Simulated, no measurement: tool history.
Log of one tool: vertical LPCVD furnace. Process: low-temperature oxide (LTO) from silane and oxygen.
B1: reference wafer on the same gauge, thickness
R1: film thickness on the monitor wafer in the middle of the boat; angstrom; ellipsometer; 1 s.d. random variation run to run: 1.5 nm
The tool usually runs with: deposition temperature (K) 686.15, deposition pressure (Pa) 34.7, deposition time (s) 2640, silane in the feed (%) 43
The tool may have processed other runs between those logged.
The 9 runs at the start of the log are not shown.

Run 10, day 6.371: usual settings but deposition time (s) 2130, silane in the feed (%) 39; B1 657.6. Result: R1 5099 angstrom.
Run 11, day 7.179: usual settings but silane in the feed (%) 49; B1 656.99. Result: R1 7956.1 angstrom.
Run 12, day 7.65: usual settings but silane in the feed (%) 49; B1 657.18. Result: R1 7910 angstrom.
Run 13, day 8.529: usual settings but deposition temperature (K) 679.15, deposition time (s) 2160; B1 657. Result: R1 5366.8 angstrom.
Run 14, day 8.908: usual settings but deposition temperature (K) 679.15, deposition time (s) 2160; B1 657.24. Result: R1 5372.5 angstrom.
Run 15, day 9.625: usual settings; B1 657.22. Result: R1 7068.5 angstrom.
Run 16, day 10.392: usual settings but deposition temperature (K) 677.15, deposition time (s) 3510, silane in the feed (%) 48; B1 656.41. Result: R1 9502.5 angstrom.
At day 11.629: pressure gauge zeroed.
At day 12.088: silane flow controller replaced.
Run 17, day 12.108: usual settings but deposition pressure (Pa) 28.7, deposition time (s) 3450; B1 657.23. Result: R1 7331.4 angstrom.
Run 18, day 12.333: usual settings; B1 657.5. Result: R1 6776.3 angstrom.
Run 19, day 12.558: usual settings but deposition time (s) 3240; B1 657.37. Result: R1 8294.6 angstrom.
Run 20, day 13.188: usual settings but deposition temperature (K) 678.15; B1 656.48. Result: R1 6256.7 angstrom.
Run 21, day 14.133: usual settings; B1 656.82. Result: R1 6786.5 angstrom.
Run 22, day 14.646: usual settings but deposition temperature (K) 689.15, deposition pressure (Pa) 29.3, deposition time (s) 3630, silane in the feed (%) 48; B1 656.24. Result: R1 9074.9 angstrom.
At day 15.017: gauge calibrated.
Run 23, day 15.246: usual settings; B1 657.12. Result: R1 6788 angstrom.
Run 24, day 16.888: usual settings but deposition temperature (K) 680.15, deposition pressure (Pa) 42.7, deposition time (s) 1920; B1 656.53. Result: R1 5742.4 angstrom.
At day 19.233: thermocouples replaced and temperature profile calibrated.
Run 25, day 19.254: usual settings but deposition pressure (Pa) 28, deposition time (s) 2940; B1 657.41. Result: R1 5895.9 angstrom.
Run 26, day 20.788: usual settings but deposition temperature (K) 693.15, deposition pressure (Pa) 30, silane in the feed (%) 49; B1 657.15. Result: R1 6881.5 angstrom.
Run 27, day 21.267: usual settings but deposition temperature (K) 680.15; B1 656.47. Result: R1 6152 angstrom.
Run 28, day 21.679: usual settings but deposition temperature (K) 695.15, silane in the feed (%) 35; B1 657.3. Result: R1 5672 angstrom.
Run 29, day 22.362: usual settings but deposition temperature (K) 693.15; B1 656.91. Result: R1 7060.2 angstrom.
Run 30, day 22.812: usual settings but deposition temperature (K) 694.15, silane in the feed (%) 39; B1 657.26. Result: R1 6434.1 angstrom.
Run 31, day 24.15: usual settings but deposition temperature (K) 690.15; B1 657.3. Result: R1 6885.8 angstrom.

Below are 3 alternative next runs, each starting from the tool's condition after run 31. Predict each:
Run A, day 24.379: usual settings but deposition time (s) 3540; B1 ?. Result: R1 ?.
Run B, day 24.379: usual settings but silane in the feed (%) 36; B1 ?. Result: R1 ?.
Run C, day 24.379: usual settings but deposition time (s) 3000, silane in the feed (%) 50; B1 ?. Result: R1 ?.

run      B1      R1
  A  656.85    8833
  B  656.85  5357.4
  C  656.85  8595.7
Stripped of hidden state, with their random variation kept, the same runs would have yielded:
run      R1
  A    8554
  B  5187.4
  C  8325.5

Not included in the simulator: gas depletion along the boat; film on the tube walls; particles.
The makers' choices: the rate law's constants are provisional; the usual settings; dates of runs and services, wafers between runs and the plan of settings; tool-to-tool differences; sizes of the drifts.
